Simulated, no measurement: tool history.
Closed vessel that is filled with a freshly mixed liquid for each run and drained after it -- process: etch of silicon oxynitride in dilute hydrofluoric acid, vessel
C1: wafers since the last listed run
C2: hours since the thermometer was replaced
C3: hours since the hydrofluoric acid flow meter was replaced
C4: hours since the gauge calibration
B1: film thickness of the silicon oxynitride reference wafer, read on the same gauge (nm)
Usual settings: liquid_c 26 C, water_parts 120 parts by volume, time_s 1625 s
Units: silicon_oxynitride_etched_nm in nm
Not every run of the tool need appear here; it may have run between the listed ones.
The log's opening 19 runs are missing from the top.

{"run": 20, "hour": 1145.1, "liquid_c": 26, "water_parts": 135, "time_s": 1625, "C1": 3454, "C2": 72.4, "C3": 112.2, "C4": 780.9, "B1": 100.03, "silicon_oxynitride_etched_nm": 24.56}
{"run": 21, "hour": 1196.9, "liquid_c": 26, "water_parts": 120, "time_s": 1290, "C1": 2620, "C2": 124.2, "C3": 164, "C4": 832.7, "B1": 100.03, "silicon_oxynitride_etched_nm": 22.18}
{"run": 22, "hour": 1256.2, "liquid_c": 26, "water_parts": 120, "time_s": 1625, "C1": 2999, "C2": 183.5, "C3": 223.3, "C4": 892, "B1": 100.02, "silicon_oxynitride_etched_nm": 28.03}
{"run": 23, "hour": 1314.2, "liquid_c": 24.5, "water_parts": 140, "time_s": 2135, "C1": 2933, "C2": 241.5, "C3": 281.3, "C4": 950, "B1": 100.03, "silicon_oxynitride_etched_nm": 29.02}
{"run": 24, "hour": 1375.7, "liquid_c": 26, "water_parts": 120, "time_s": 1625, "C1": 3110, "C2": 303, "C3": 342.8, "C4": 1011.5, "B1": 100.01, "silicon_oxynitride_etched_nm": 28.06}
{"run": 25, "hour": 1438.3, "liquid_c": 21.5, "water_parts": 65, "time_s": 1625, "C1": 3166, "C2": 365.6, "C3": 405.4, "C4": 1074.1, "B1": 99.97, "silicon_oxynitride_etched_nm": 43.84}
{"run": 26, "hour": 1508.9, "liquid_c": 26, "water_parts": 120, "time_s": 1625, "C1": 3571, "C2": 436.2, "C3": 476, "C4": 1144.7, "B1": 100.02, "silicon_oxynitride_etched_nm": 28.24}
{"run": 27, "hour": 1543.5, "liquid_c": 28.5, "water_parts": 140, "time_s": 1125, "C1": 1750, "C2": 470.8, "C3": 510.6, "C4": 1179.3, "B1": 99.99, "silicon_oxynitride_etched_nm": 18.37}
{"run": 28, "hour": 1568.1, "liquid_c": 24, "water_parts": 80, "time_s": 1625, "C1": 1244, "C2": 495.4, "C3": 535.2, "C4": 1203.9, "B1": 99.98, "silicon_oxynitride_etched_nm": 39.73}
{"run": 29, "hour": 1608.2, "liquid_c": 26, "water_parts": 120, "time_s": 1625, "C1": 2028, "C2": 535.5, "C3": 575.3, "C4": 1244, "B1": 99.96, "silicon_oxynitride_etched_nm": 28.14}
{"hour": 1619.3, "done": "hydrofluoric acid flow meter replaced"}
{"run": 30, "hour": 1660.1, "liquid_c": 21.5, "water_parts": 80, "time_s": 2180, "C1": 2574, "C2": 587.4, "C3": 40.8, "C4": 1295.9, "B1": 99.97, "silicon_oxynitride_etched_nm": 47.29}
{"run": 31, "hour": 1702.7, "liquid_c": 26, "water_parts": 70, "time_s": 860, "C1": 2154, "C2": 630, "C3": 83.4, "C4": 1338.5, "B1": 100.02, "silicon_oxynitride_etched_nm": 26.9}

Branching from run 31: 5 alternative next runs. What would each branch give?
{"run": "A", "hour": 1703.8, "liquid_c": 26, "water_parts": 120, "time_s": 1625, "C1": 55, "C2": 631.1, "C3": 84.5, "C4": 1339.6, "B1": "?", "silicon_oxynitride_etched_nm": "?"}
{"run": "B", "hour": 1703.8, "liquid_c": 23.5, "water_parts": 175, "time_s": 760, "C1": 55, "C2": 631.1, "C3": 84.5, "C4": 1339.6, "B1": "?", "silicon_oxynitride_etched_nm": "?"}
{"run": "C", "hour": 1703.8, "liquid_c": 26, "water_parts": 80, "time_s": 1625, "C1": 55, "C2": 631.1, "C3": 84.5, "C4": 1339.6, "B1": "?", "silicon_oxynitride_etched_nm": "?"}
{"run": "D", "hour": 1703.8, "liquid_c": 26, "water_parts": 60, "time_s": 1625, "C1": 55, "C2": 631.1, "C3": 84.5, "C4": 1339.6, "B1": "?", "silicon_oxynitride_etched_nm": "?"}
{"run": "E", "hour": 1703.8, "liquid_c": 26, "water_parts": 120, "time_s": 2295, "C1": 55, "C2": 631.1, "C3": 84.5, "C4": 1339.6, "B1": "?", "silicon_oxynitride_etched_nm": "?"}

run=A B1=100 silicon_oxynitride_etched_nm=28.24
run=B B1=100 silicon_oxynitride_etched_nm=7.73
run=C B1=100 silicon_oxynitride_etched_nm=43.92
run=D B1=100 silicon_oxynitride_etched_nm=59.64
run=E B1=100 silicon_oxynitride_etched_nm=39.89
What these runs would have given with no unlogged condition in the tool:
run=A silicon_oxynitride_etched_nm=27.91
run=B silicon_oxynitride_etched_nm=7.64
run=C silicon_oxynitride_etched_nm=43.38
run=D silicon_oxynitride_etched_nm=58.91
run=E silicon_oxynitride_etched_nm=39.42
